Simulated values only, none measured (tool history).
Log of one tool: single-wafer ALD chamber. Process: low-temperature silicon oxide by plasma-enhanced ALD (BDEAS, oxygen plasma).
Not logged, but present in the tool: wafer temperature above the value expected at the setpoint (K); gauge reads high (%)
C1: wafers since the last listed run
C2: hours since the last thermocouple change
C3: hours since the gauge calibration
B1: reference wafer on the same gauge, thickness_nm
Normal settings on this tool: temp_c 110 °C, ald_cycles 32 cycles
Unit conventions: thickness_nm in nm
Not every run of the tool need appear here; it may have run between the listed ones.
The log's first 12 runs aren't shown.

run 13 hour=267.4 | temp_c=104 ald_cycles=35 | C1=228 C2=1799.8 C3=525.3 | B1=5.199 | thickness_nm=5.079
run 14 hour=298.3 | temp_c=110 ald_cycles=34 | C1=261 C2=1830.7 C3=556.2 | B1=5.216 | thickness_nm=4.889
run 15 hour=316.3 | temp_c=110 ald_cycles=34 | C1=152 C2=1848.7 C3=574.2 | B1=5.223 | thickness_nm=4.901
run 16 hour=341.0 | temp_c=110 ald_cycles=35 | C1=209 C2=1873.4 C3=598.9 | B1=5.230 | thickness_nm=5.046
-- hour=342.8 gauge calibrated
run 17 hour=372.2 | temp_c=110 ald_cycles=32 | C1=264 C2=1904.6 C3=29.4 | B1=5.115 | thickness_nm=4.516
run 18 hour=402.3 | temp_c=110 ald_cycles=32 | C1=255 C2=1934.7 C3=59.5 | B1=5.113 | thickness_nm=4.517
run 19 hour=422.3 | temp_c=110 ald_cycles=32 | C1=169 C2=1954.7 C3=79.5 | B1=5.115 | thickness_nm=4.521
run 20 hour=439.5 | temp_c=110 ald_cycles=37 | C1=145 C2=1971.9 C3=96.7 | B1=5.116 | thickness_nm=5.263
run 21 hour=463.5 | temp_c=110 ald_cycles=37 | C1=203 C2=1995.9 C3=120.7 | B1=5.119 | thickness_nm=5.215
run 22 hour=476.5 | temp_c=110 ald_cycles=32 | C1=110 C2=2008.9 C3=133.7 | B1=5.120 | thickness_nm=4.517
run 23 hour=494.7 | temp_c=114 ald_cycles=27 | C1=154 C2=2027.1 C3=151.9 | B1=5.127 | thickness_nm=3.784
run 24 hour=529.6 | temp_c=110 ald_cycles=32 | C1=295 C2=2062.0 C3=186.8 | B1=5.130 | thickness_nm=4.522
run 25 hour=545.1 | temp_c=124 ald_cycles=28 | C1=131 C2=2077.5 C3=202.3 | B1=5.130 | thickness_nm=3.870
run 26 hour=564.5 | temp_c=114 ald_cycles=35 | C1=164 C2=2096.9 C3=221.7 | B1=5.131 | thickness_nm=4.924
run 27 hour=587.0 | temp_c=124 ald_cycles=29 | C1=190 C2=2119.4 C3=244.2 | B1=5.140 | thickness_nm=3.980
run 28 hour=604.2 | temp_c=110 ald_cycles=32 | C1=145 C2=2136.6 C3=261.4 | B1=5.138 | thickness_nm=4.548
run 29 hour=630.9 | temp_c=96 ald_cycles=36 | C1=226 C2=2163.3 C3=288.1 | B1=5.142 | thickness_nm=5.317

Estimate the outcome of run 30 from the log above:
run 30 hour=653.8 | temp_c=102 ald_cycles=26 | C1=194 C2=2186.2 C3=311.0 | B1=? | thickness_nm=?

For run 30 the tool returned B1 5.147, thickness_nm 3.763 nm.
If the tool had no hidden condition, the same run with the same run-to-run variation would have returned thickness_nm 3.734 nm.

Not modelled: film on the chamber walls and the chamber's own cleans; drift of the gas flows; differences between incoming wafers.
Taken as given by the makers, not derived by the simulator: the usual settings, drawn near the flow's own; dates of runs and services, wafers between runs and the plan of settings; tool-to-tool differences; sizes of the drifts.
